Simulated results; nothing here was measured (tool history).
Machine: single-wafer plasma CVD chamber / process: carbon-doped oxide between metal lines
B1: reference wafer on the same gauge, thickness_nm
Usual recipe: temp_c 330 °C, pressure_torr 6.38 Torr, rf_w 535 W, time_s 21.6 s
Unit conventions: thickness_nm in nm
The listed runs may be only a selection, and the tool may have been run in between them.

Run 1, hour 0.0: usual settings; B1 114.964. Result: thickness_nm 132.782 nm.
Run 2, hour 51.9: usual settings but time_s 24.3 s; B1 114.984. Result: thickness_nm 149.505 nm.
Run 3, hour 125.9: usual settings; B1 114.981. Result: thickness_nm 133.163 nm.
Run 4, hour 182.1: usual settings; B1 115.019. Result: thickness_nm 133.022 nm.
Run 5, hour 284.4: usual settings; B1 114.951. Result: thickness_nm 132.873 nm.
At hour 379.0: thermocouple changed; heater temperature recalibrated.
At hour 420.5: RF generator calibrated.
At hour 529.0: thermocouple changed; heater temperature recalibrated, repeated, since the last time left the tool worse.
Run 6, hour 566.9: usual settings; B1 114.957. Result: thickness_nm 131.628 nm.
At hour 607.1: capacitance manometer re-zeroed and calibrated.
Run 7, hour 641.4: usual settings; B1 115.008. Result: thickness_nm 130.819 nm.

Run 8 is up next; what results do you expect?
At hour 692.3: showerhead replaced.
Run 8, hour 703.9: usual settings but temp_c 342 °C, rf_w 435 W, time_s 25.8 s; B1 ?. Result: thickness_nm ?.

{"run 8": {"B1": 114.977, "thickness_nm": 129.472}}
With no hidden state in the tool, this same run would have given thickness_nm 129.289 nm.
